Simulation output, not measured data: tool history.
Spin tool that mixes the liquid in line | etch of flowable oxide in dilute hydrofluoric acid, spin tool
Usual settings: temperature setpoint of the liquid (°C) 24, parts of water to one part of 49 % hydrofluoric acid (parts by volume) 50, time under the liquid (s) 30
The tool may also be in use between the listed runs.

| run | day | temperature setpoint of the liquid (°C) | parts of water to one part of 49 % hydrofluoric acid (parts by volume) | time under the liquid (s) | read-back film thickness of the flowable oxide reference wafer, read on the same gauge (nm) | thickness taken off the flowable oxide on a monitor wafer (nm) |
|---|---|---|---|---|---|---|
| 1 | 0 | 24 | 40 | 25 | 120.01 | 33.44 |
| 2 | 0.471 | 24 | 40 | 25 | 120 | 33.67 |
| 3 | 0.796 | 24 | 40 | 25 | 119.99 | 33.41 |
| 4 | 1.462 | 24 | 30 | 30 | 119.98 | 53.95 |
| 5 | 2.15 | 24 | 30 | 30 | 119.99 | 54.24 |
| 6 | 2.717 | 24 | 50 | 30 | 119.99 | 31.91 |
| 7 | 3.412 | 24 | 50 | 30 | 119.99 | 31.97 |
| 8 | 3.754 | 24 | 50 | 30 | 120.02 | 28.68 |
| 9 | 4.083 | 24 | 50 | 15 | 119.99 | 14.15 |
| 10 | 5.483 | 21.5 | 50 | 30 | 120.02 | 25.79 |
| 11 | 6.067 | 24 | 35 | 15 | 120 | 20.79 |
| 12 | 6.392 | 24 | 50 | 30 | 120.01 | 28.88 |
| 13 | 6.942 | 24 | 50 | 30 | 119.99 | 28.76 |
| 14 | 7.612 | 21.5 | 35 | 15 | 120.02 | 18.87 |
| 15 | 8.358 | 24 | 40 | 25 | 119.98 | 30.32 |
| 16 | 9.104 | 21.5 | 25 | 45 | 120 | 80.81 |

Taken out of this log: 3 entries between the listed runs. Where each belongs, and how the hidden state differs across it:
Between runs 6 and 7: gauge calibrated (day 3.1)
  hydrofluoric acid flow above the setpoint (%): 12 -> 12.2
  measured less the result without the state, thickness taken off the flowable oxide on a monitor wafer (nm): +3.61 -> +3.67
Between runs 7 and 8: hydrofluoric acid flow meter replaced (day 3.542)
  hydrofluoric acid flow above the setpoint (%): 12.2 -> 0.663
  measured less the result without the state, thickness taken off the flowable oxide on a monitor wafer (nm): +3.67 -> +0.2
Between runs 12 and 13: thermometer replaced (day 6.55)
  hydrofluoric acid flow above the setpoint (%): 1.29 -> 1.42
  measured less the result without the state, thickness taken off the flowable oxide on a monitor wafer (nm): +0.4 -> +0.43

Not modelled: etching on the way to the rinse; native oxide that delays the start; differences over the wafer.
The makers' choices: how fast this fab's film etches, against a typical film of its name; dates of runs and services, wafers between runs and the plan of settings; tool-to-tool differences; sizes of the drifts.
